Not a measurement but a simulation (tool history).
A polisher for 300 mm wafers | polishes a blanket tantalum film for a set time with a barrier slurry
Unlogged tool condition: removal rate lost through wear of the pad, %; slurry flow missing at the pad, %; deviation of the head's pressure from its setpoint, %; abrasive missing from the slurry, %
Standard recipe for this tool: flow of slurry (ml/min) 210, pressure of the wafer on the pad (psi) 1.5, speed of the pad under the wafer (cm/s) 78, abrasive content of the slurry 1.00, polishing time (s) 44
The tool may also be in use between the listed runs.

run    hour  flow of slurry (ml/min)  pressure of the wafer on the pad (psi)  speed of the pad under the wafer (cm/s)  abrasive content of the slurry  polishing time (s)  wafers since the last listed run  wafers polished on this pad  hours since the slurry nozzle was cleaned  hours since the head pressure was calibrated  hours since the slurry blender was calibrated  incoming thickness of the incoming film, nm  film removed (Å)
  1     0.0                      210                                     1.5                                       78                            1.00                  44                                 0                         1678                                      326.7                                         331.9                                          182.9                                        258.0               415
  2   123.8                      210                                     1.5                                       92                            1.00                  44                              1296                         2975                                      450.5                                         455.7                                          306.7                                        260.1               478
  3   188.9                      210                                     1.5                                       78                            1.00                  44                               681                         3656                                      515.6                                         520.8                                          371.8                                        258.6               400
  4   283.6                      210                                     1.5                                       78                            1.00                  44                               991                         4648                                      610.3                                         615.5                                          466.5                                        258.8               390
      386.4  -- slurry nozzle cleaned
  5   391.0                      210                                     1.5                                       78                            1.20                  44                              1114                         5762                                        4.6                                         722.9                                          573.9                                        262.7               398
  6   432.2                      210                                     1.5                                       78                            1.20                  44                               431                         6193                                       45.8                                         764.1                                          615.1                                        259.6               409
  7   508.5                      210                                     1.5                                       78                            1.20                  44                               798                         6992                                      122.1                                         840.4                                          691.4                                        259.4               396
      511.1  -- head pressure recalibrated
  8   587.1                      210                                     1.5                                       78                            0.70                  30                               802                         7794                                      200.7                                          76.0                                          770.0                                        258.8               224
      608.0  -- slurry blender recalibrated
  9   666.3                      210                                     1.5                                       78                            1.00                  44                               808                         8603                                      279.9                                         155.2                                           58.3                                        264.7               392
      715.7  -- worn pad replaced by a new one
 10   752.6                      210                                     1.5                                       78                            1.00                  57                               861                          386                                      366.2                                         241.5                                          144.6                                        256.8               587
 11   832.5                      180                                     1.9                                       88                            1.25                  44                               836                         1223                                      446.1                                         321.4                                          224.5                                        259.3               642
 12   933.1                      230                                     1.1                                       78                            1.25                  40                              1053                         2276                                      546.7                                         422.0                                          325.1                                        261.2               295
 13   988.9                      210                                     1.5                                       78                            1.00                  44                               584                         2860                                      602.5                                         477.8                                          380.9                                        260.9               417
 14  1067.9                      180                                     1.8                                       96                            1.00                  44                               827                         3688                                      681.5                                         556.8                                          459.9                                        261.0               590
 15  1130.4                      265                                     1.2                                       54                            1.00                  44                               654                         4342                                      744.0                                         619.3                                          522.4                                        254.0               225
 16  1208.0                      170                                     1.5                                       78                            1.30                  44                               812                         5155                                      821.6                                         696.9                                          600.0                                        264.1               402
     1259.8  -- slurry nozzle cleaned
 17  1260.9                      210                                     1.8                                       90                            1.15                  44                               543                         5698                                        1.1                                         749.8                                          652.9                                        259.2               561
     1319.3  -- slurry blender recalibrated
 18  1367.0                      165                                     1.5                                       78                            1.00                  44                              1089                         6788                                      107.2                                         855.9                                           47.7                                        264.3               377
     1373.9  -- head pressure recalibrated
     1403.3  -- worn pad replaced by a new one
 19  1421.0                      210                                     1.5                                       78                            1.00                  44                               502                          185                                      161.2                                          47.1                                          101.7                                        257.0               439
 20  1512.7                      210                                     1.0                                       88                            0.75                  36                               960                         1145                                      252.9                                         138.8                                          193.4                                        256.7               243
 21  1580.5                      210                                     1.5                                       78                            1.00                  44                               709                         1855                                      320.7                                         206.6                                          261.2                                        262.3               404
 22  1665.8                      210                                     1.5                                       94                            1.00                  50                               893                         2748                                      406.0                                         291.9                                          346.5                                        263.6               542
 23  1702.5                      170                                     1.5                                       78                            1.30                  44                               384                         3132                                      442.7                                         328.6                                          383.2                                        255.1               407
 24  1795.7                      210                                     1.5                                       78                            0.85                  53                               975                         4108                                      535.9                                         421.8                                          476.4                                        262.0               448
 25  1898.0                      210                                     1.5                                       78                            1.15                  44                              1071                         5179                                      638.2                                         524.1                                          578.7                                        257.0               395
 26  1963.5                      210                                     1.5                                       78                            1.10                  55                               685                         5865                                      703.7                                         589.6                                          644.2                                        259.1               473
     2009.5  -- slurry blender recalibrated
     2045.5  -- slurry nozzle cleaned
 27  2070.3                      210                                     1.5                                       78                            1.00                  44                              1086                         6952                                       24.8                                         696.4                                           60.8                                        254.8               394
     2076.9  -- head pressure recalibrated
     2078.7  -- worn pad replaced by a new one
 28  2106.3                      210                                     1.5                                       78                            1.00                  44                               337                          289                                       60.8                                          29.4                                           96.8                                        264.5               454
 29  2185.0                      255                                     1.5                                       78                            1.00                  44                               824                         1113                                      139.5                                         108.1                                          175.5                                        257.8               447
 30  2284.4                      210                                     1.5                                       78                            1.00                  44                              1040                         2154                                      238.9                                         207.5                                          274.9                                        265.3               418
 31  2357.1                      210                                     1.3                                       52                            1.00                  57                               761                         2915                                      311.6                                         280.2                                          347.6                                        257.8               307

Some steps in film removed (Å) between neighbouring runs. How much of each would the tool show without its hidden state too (settings, what came in, random variation), and how much is left for the hidden state, with any gauge scatter that isn't in both results?
Run 9 -> 10: polishing time (s) 44 -> 57, worn pad replaced by a new one. film removed (Å) +195: hidden state +47, all else +148.
Run 11 -> 12: flow of slurry (ml/min) 180 -> 230, pressure of the wafer on the pad (psi) 1.9 -> 1.1, speed of the pad under the wafer (cm/s) 88 -> 78, polishing time (s) 44 -> 40. film removed (Å) -347: hidden state +11, all else -358.
Run 14 -> 15: flow of slurry (ml/min) 180 -> 265, pressure of the wafer on the pad (psi) 1.8 -> 1.2, speed of the pad under the wafer (cm/s) 96 -> 54. film removed (Å) -365: hidden state +45, all else -410.
Run 19 -> 20: pressure of the wafer on the pad (psi) 1.5 -> 1.0, speed of the pad under the wafer (cm/s) 78 -> 88, abrasive content of the slurry 1.00 -> 0.75, polishing time (s) 44 -> 36. film removed (Å) -196: hidden state +0, all else -196.
Run 27 -> 28: head pressure recalibrated, worn pad replaced by a new one. film removed (Å) +60: hidden state +62, all else -2.

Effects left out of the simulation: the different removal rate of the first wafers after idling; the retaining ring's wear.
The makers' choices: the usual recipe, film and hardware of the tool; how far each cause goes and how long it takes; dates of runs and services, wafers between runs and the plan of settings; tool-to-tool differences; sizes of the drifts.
